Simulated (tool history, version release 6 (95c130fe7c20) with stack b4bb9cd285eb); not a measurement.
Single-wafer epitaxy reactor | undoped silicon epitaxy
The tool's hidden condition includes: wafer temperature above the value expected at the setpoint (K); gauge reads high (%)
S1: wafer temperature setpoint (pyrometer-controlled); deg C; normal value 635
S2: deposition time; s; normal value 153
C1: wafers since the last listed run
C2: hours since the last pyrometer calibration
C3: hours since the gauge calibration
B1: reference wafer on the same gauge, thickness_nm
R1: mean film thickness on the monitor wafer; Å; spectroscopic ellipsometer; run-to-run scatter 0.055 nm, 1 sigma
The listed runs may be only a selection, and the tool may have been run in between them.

run    hour   S1   S2    C1      C2      C3      B1      R1
  1       0  643  153     0   751.7  2025.7  21.409  254.29
  2    36.4  635  153   400   788.1  2062.1  21.409  217.39
  3     101  635  153   710   852.7  2126.7  21.389  217.55
  4   186.9  645  153   945   938.6  2212.6  21.397  264.04
  5   244.9  635  153   638   996.6  2270.6  21.392  218.41
  6   347.9  635  153  1133  1099.6  2373.6  21.398  217.81
  7   399.5  635  153   567  1151.2  2425.2  21.403  219.23
  8   445.6  642  153   507  1197.3  2471.3  21.389   249.9
  9   502.7  642  153   628  1254.4  2528.4    21.4  249.08
 10   598.9  635  153  1058  1350.6  2624.6  21.407  217.85
 11   670.6  635  153   789  1422.3  2696.3  21.389  218.51
 12   769.3  635  153  1086    1521    2795  21.413  217.82
 13   855.8  629  153   951  1607.5  2881.5  21.405  193.65
 14   905.8  629  153   550  1657.5  2931.5  21.388  193.86
 15   967.2  629  153   675  1718.9  2992.9  21.393   193.8
 16  1062.5  635  153  1048  1814.2  3088.2  21.397  218.46
     1111.3  -- gauge calibrated
 17  1114.3  635  153   570    1866       3  21.417  219.22
     1315.9  -- pyrometer calibrated
 18  1437.5  635  153  3468   121.6   326.2  21.391  215.66
 19  1491.5  630  123   594   175.6   380.2   21.39  156.76
 20  1571.7  635  153   882   255.8   460.4   21.39  215.86
 21  1643.1  641  139   785   327.2   531.8  21.406  220.85
 22  1734.2  635  153  1002   418.3   622.9  21.403  216.58
 23    1812  639  163   856   496.1   700.7  21.409  249.79
 24  1884.6  635  153   798   568.7   773.3  21.408  215.95
 25  1939.3  630  177   601   623.4     828  21.405  226.89
 26    1985  640  135   502   669.1   873.7    21.4  211.59
 27  2049.5  640  164   709   733.6   938.2  21.398  256.87
 28  2143.4  643  172  1033   827.5  1032.1  21.412  286.18
 29    2238  648  153  1041   922.1  1126.7  21.399  281.08
 30  2291.8  647  153   592   975.9  1180.5  21.398  274.01
 31  2357.2  635  153   719  1041.3  1245.9  21.413  217.23
 32  2400.7  635  153   478  1084.8  1289.4   21.41  216.36
 33  2471.5  640  175   779  1155.6  1360.2  21.401  273.99
 34  2517.4  646  135   505  1201.5  1406.1  21.409  238.12
 35  2580.4  635  153   693  1264.5  1469.1  21.397  216.68
 36  2625.9  635  153   500    1310  1514.6  21.397  217.71
 37  2728.4  635  153  1128  1412.5  1617.1  21.398  217.98

Each row is a separate what-if for the run after 37, all from the same tool condition, not one after another. Results?
  A  2728.8  635  171   4  1412.9  1617.5   ?   ?
  B  2728.8  646  153   4  1412.9  1617.5   ?   ?
  C  2728.8  646  167   4  1412.9  1617.5   ?   ?
  D  2728.8  645  167   4  1412.9  1617.5   ?   ?
  E  2728.8  647  137   4  1412.9  1617.5   ?   ?

run      B1      R1
  A  21.393  242.08
  B  21.393  268.65
  C  21.393  293.24
  D  21.393   287.6
  E  21.393  245.26
With the hidden condition removed and each run's random variation left untouched, the same runs would have given:
run      R1
  A   239.4
  B  265.75
  C  290.07
  D  284.49
  E  242.62
